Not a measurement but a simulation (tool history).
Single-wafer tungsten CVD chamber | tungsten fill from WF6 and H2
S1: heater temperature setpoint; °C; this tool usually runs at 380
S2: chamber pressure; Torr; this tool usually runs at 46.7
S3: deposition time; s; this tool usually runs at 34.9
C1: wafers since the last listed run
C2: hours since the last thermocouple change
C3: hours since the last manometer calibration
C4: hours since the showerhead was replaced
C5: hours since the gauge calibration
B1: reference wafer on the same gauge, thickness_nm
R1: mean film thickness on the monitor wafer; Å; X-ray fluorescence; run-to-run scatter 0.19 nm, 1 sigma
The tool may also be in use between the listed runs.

Run 1, hour 0: usual settings but S2 42.3 Torr; C1 0; C2 2181.8; C3 1243.6; C4 5733.9; C5 784.5; B1 71.101. Result: R1 828.36 Å.
At hour 19.4: showerhead replaced.
Run 2, hour 68.7: usual settings but S2 38.7 Torr; C1 1485; C2 2250.5; C3 1312.3; C4 49.3; C5 853.2; B1 71.094. Result: R1 798.2 Å.
Run 3, hour 122.2: usual settings; C1 1309; C2 2304; C3 1365.8; C4 102.8; C5 906.7; B1 71.082. Result: R1 870.1 Å.
Run 4, hour 173.8: usual settings; C1 1263; C2 2355.6; C3 1417.4; C4 154.4; C5 958.3; B1 71.112. Result: R1 864.36 Å.
Run 5, hour 215.5: usual settings; C1 1020; C2 2397.3; C3 1459.1; C4 196.1; C5 1000; B1 71.064. Result: R1 864.54 Å.
Run 6, hour 346.6: usual settings; C1 3209; C2 2528.4; C3 1590.2; C4 327.2; C5 1131.1; B1 71.13. Result: R1 862.27 Å.
Run 7, hour 401.3: usual settings; C1 1339; C2 2583.1; C3 1644.9; C4 381.9; C5 1185.8; B1 71.124. Result: R1 866.83 Å.
Run 8, hour 456.5: usual settings; C1 1351; C2 2638.3; C3 1700.1; C4 437.1; C5 1241; B1 71.124. Result: R1 867.52 Å.
Run 9, hour 501: usual settings but S3 37.9 s; C1 1089; C2 2682.8; C3 1744.6; C4 481.6; C5 1285.5; B1 71.1. Result: R1 938.29 Å.
At hour 535.6: capacitance manometer re-zeroed and calibrated.
Run 10, hour 539.2: usual settings but S1 371 °C, S2 42.6 Torr, S3 40.6 s; C1 739; C2 2721; C3 3.6; C4 519.8; C5 1323.7; B1 71.143. Result: R1 822.22 Å.
Run 11, hour 578.4: usual settings but S1 393 °C, S2 49.8 Torr, S3 37.1 s; C1 959; C2 2760.2; C3 42.8; C4 559; C5 1362.9; B1 71.105. Result: R1 1186.16 Å.
Run 12, hour 643.4: usual settings but S1 367 °C, S2 55.5 Torr, S3 33.1 s; C1 1591; C2 2825.2; C3 107.8; C4 624; C5 1427.9; B1 71.073. Result: R1 699.23 Å.
Run 13, hour 696.2: usual settings but S1 375 °C; C1 1292; C2 2878; C3 160.6; C4 676.8; C5 1480.7; B1 71.118. Result: R1 790.16 Å.
Run 14, hour 733.8: usual settings but S1 390 °C, S2 52.3 Torr; C1 920; C2 2915.6; C3 198.2; C4 714.4; C5 1518.3; B1 71.105. Result: R1 1086.05 Å.
Run 15, hour 794.1: usual settings; C1 1476; C2 2975.9; C3 258.5; C4 774.7; C5 1578.6; B1 71.08. Result: R1 868.5 Å.
Run 16, hour 866.1: usual settings but S1 391 °C, S2 39.3 Torr; C1 1762; C2 3047.9; C3 330.5; C4 846.7; C5 1650.6; B1 71.111. Result: R1 972.75 Å.
Run 17, hour 1044.5: usual settings but S1 395 °C, S2 41.8 Torr, S3 37.6 s; C1 4367; C2 3226.3; C3 508.9; C4 1025.1; C5 1829; B1 71.104. Result: R1 1153.25 Å.
At hour 1064.6: thermocouple changed; heater temperature recalibrated.
Run 18, hour 1095.6: usual settings; C1 1055; C2 31; C3 560; C4 1076.2; C5 1880.1; B1 71.128. Result: R1 867.18 Å.
At hour 1099: gauge calibrated.
Run 19, hour 1130.7: usual settings; C1 859; C2 66.1; C3 595.1; C4 1111.3; C5 31.7; B1 71.117. Result: R1 868.77 Å.
Run 20, hour 1318.2: usual settings; C1 4590; C2 253.6; C3 782.6; C4 1298.8; C5 219.2; B1 71.114. Result: R1 863.74 Å.
Run 21, hour 1366.6: usual settings; C1 1184; C2 302; C3 831; C4 1347.2; C5 267.6; B1 71.1. Result: R1 864.56 Å.
Run 22, hour 1399.6: usual settings; C1 807; C2 335; C3 864; C4 1380.2; C5 300.6; B1 71.129. Result: R1 864.93 Å.
Run 23, hour 1469.9: usual settings; C1 1720; C2 405.3; C3 934.3; C4 1450.5; C5 370.9; B1 71.076. Result: R1 864.1 Å.
Run 24, hour 1529.8: usual settings but S1 373 °C, S2 55.8 Torr, S3 27.9 s; C1 1466; C2 465.2; C3 994.2; C4 1510.4; C5 430.8; B1 71.122. Result: R1 658.44 Å.
Run 25, hour 1572.7: usual settings but S2 35.1 Torr, S3 38.4 s; C1 1050; C2 508.1; C3 1037.1; C4 1553.3; C5 473.7; B1 71.103. Result: R1 842.71 Å.
Run 26, hour 1631.2: usual settings but S1 367 °C, S2 36.6 Torr, S3 32.6 s; C1 1432; C2 566.6; C3 1095.6; C4 1611.8; C5 532.2; B1 71.107. Result: R1 575.83 Å.
Run 27, hour 1672.7: usual settings but S1 393 °C; C1 1015; C2 608.1; C3 1137.1; C4 1653.3; C5 573.7; B1 71.097. Result: R1 1081.1 Å.
Run 28, hour 1707.3: usual settings but S1 366 °C, S2 49.6 Torr, S3 40.5 s; C1 847; C2 642.7; C3 1171.7; C4 1687.9; C5 608.3; B1 71.124. Result: R1 799.37 Å.
Run 29, hour 1777.3: usual settings but S3 40.4 s; C1 1713; C2 712.7; C3 1241.7; C4 1757.9; C5 678.3; B1 71.08. Result: R1 1005.55 Å.
Run 30, hour 1842.2: usual settings; C1 1588; C2 777.6; C3 1306.6; C4 1822.8; C5 743.2; B1 71.123. Result: R1 865.76 Å.
Run 31, hour 1876.8: usual settings but S1 390 °C; C1 847; C2 812.2; C3 1341.2; C4 1857.4; C5 777.8; B1 71.11. Result: R1 1031.79 Å.
Run 32, hour 1943.2: usual settings but S1 373 °C, S2 54.8 Torr, S3 41.2 s; C1 1625; C2 878.6; C3 1407.6; C4 1923.8; C5 844.2; B1 71.098. Result: R1 964.78 Å.
Run 33, hour 1976.5: usual settings but S1 374 °C, S2 36.9 Torr, S3 29.8 s; C1 815; C2 911.9; C3 1440.9; C4 1957.1; C5 877.5; B1 71.1. Result: R1 599.42 Å.

Consider 5 possible next runs. They are alternatives, not a sequence: every one starts from the tool as it was left by run 33. What does each give?
Run A, hour 1976.9: usual settings; C1 9; C2 912.3; C3 1441.3; C4 1957.5; C5 877.9; B1 ?. Result: R1 ?.
Run B, hour 1976.9: usual settings but S3 37.1 s; C1 9; C2 912.3; C3 1441.3; C4 1957.5; C5 877.9; B1 ?. Result: R1 ?.
Run C, hour 1976.9: usual settings but S1 389 °C; C1 9; C2 912.3; C3 1441.3; C4 1957.5; C5 877.9; B1 ?. Result: R1 ?.
Run D, hour 1976.9: usual settings but S1 388 °C, S3 30.6 s; C1 9; C2 912.3; C3 1441.3; C4 1957.5; C5 877.9; B1 ?. Result: R1 ?.
Run E, hour 1976.9: usual settings but S1 392 °C, S2 56.6 Torr, S3 28.9 s; C1 9; C2 912.3; C3 1441.3; C4 1957.5; C5 877.9; B1 ?. Result: R1 ?.

run      B1       R1
  A  71.083   864.19
  B  71.083   918.87
  C  71.083  1011.73
  D  71.083    871.4
  E  71.083   957.38
What these runs would have given with no unlogged condition in the tool:
run       R1
  A   864.19
  B   918.87
  C  1011.73
  D    871.4
  E   957.38

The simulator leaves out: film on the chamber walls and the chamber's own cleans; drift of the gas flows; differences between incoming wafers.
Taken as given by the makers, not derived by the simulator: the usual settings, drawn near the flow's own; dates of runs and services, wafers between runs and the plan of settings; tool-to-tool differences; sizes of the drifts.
